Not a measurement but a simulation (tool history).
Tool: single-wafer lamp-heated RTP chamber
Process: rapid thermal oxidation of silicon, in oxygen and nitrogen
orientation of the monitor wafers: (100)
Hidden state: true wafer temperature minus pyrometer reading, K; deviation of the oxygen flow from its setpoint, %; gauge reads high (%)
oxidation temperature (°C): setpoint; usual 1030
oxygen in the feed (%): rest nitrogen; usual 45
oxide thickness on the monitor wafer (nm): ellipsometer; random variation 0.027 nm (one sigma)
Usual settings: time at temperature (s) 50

run,hour,oxidation temperature (°C),time at temperature (s),oxygen in the feed (%),wafers since the last listed run,wafers since the last pyrometer calibration,hours since the oxygen flow controller was replaced,hours since the gauge calibration,"read-back reference wafer on the same gauge, thickness",oxide thickness on the monitor wafer (nm)
1,0.0,1030,50,45,0,3820,2202.0,273.5,6.092,5.114
2,45.6,1030,50,45,323,4144,2247.6,319.1,6.103,5.101
3,147.8,1030,50,45,725,4870,2349.8,421.3,6.102,5.102
# hour 241.5: pyrometer window cleaned and pyrometer calibrated
4,242.0,1030,50,45,612,3,2444.0,515.5,6.103,5.090
5,333.5,1030,50,45,649,653,2535.5,607.0,6.106,5.091
6,413.8,1030,50,45,570,1223,2615.8,687.3,6.099,5.082
# hour 478.6: gauge calibrated
7,516.9,1030,50,33,732,1956,2718.9,38.3,6.105,4.597
# hour 565.6: oxygen flow controller replaced
8,566.1,1030,50,33,292,2248,0.5,87.5,6.104,4.598
9,610.3,1030,50,25,313,2562,44.7,131.7,6.097,4.205
10,651.8,1030,50,45,294,2857,86.2,173.2,6.101,5.085
11,750.0,1030,50,45,697,3554,184.4,271.4,6.107,5.131
12,821.9,1030,39,22,510,4065,256.3,343.3,6.103,3.677
# hour 915.5: pyrometer window cleaned and pyrometer calibrated
13,921.8,1051,26,60,652,44,356.2,443.2,6.103,4.949
14,965.1,1049,67,18,307,352,399.5,486.5,6.095,4.803
15,1034.7,1052,36,31,494,846,469.1,556.1,6.096,4.549
16,1091.7,1030,50,34,404,1251,526.1,613.1,6.100,4.645
17,1136.0,1009,70,75,314,1565,570.4,657.4,6.105,6.047
18,1172.1,1002,42,36,256,1822,606.5,693.5,6.098,3.696
19,1236.5,1055,64,32,457,2279,670.9,757.9,6.109,5.950

Hidden state at the last listed run before each entry between runs and at the first one after, where it differs:
Between runs 3 and 4: pyrometer window cleaned and pyrometer calibrated (hour 241.5)
  no hidden state differs between the two runs
Between runs 6 and 7: gauge calibrated (hour 478.6)
  no hidden state differs between the two runs
Between runs 7 and 8: oxygen flow controller replaced (hour 565.6)
  no hidden state differs between the two runs
Between runs 12 and 13: pyrometer window cleaned and pyrometer calibrated (hour 915.5)
  no hidden state differs between the two runs
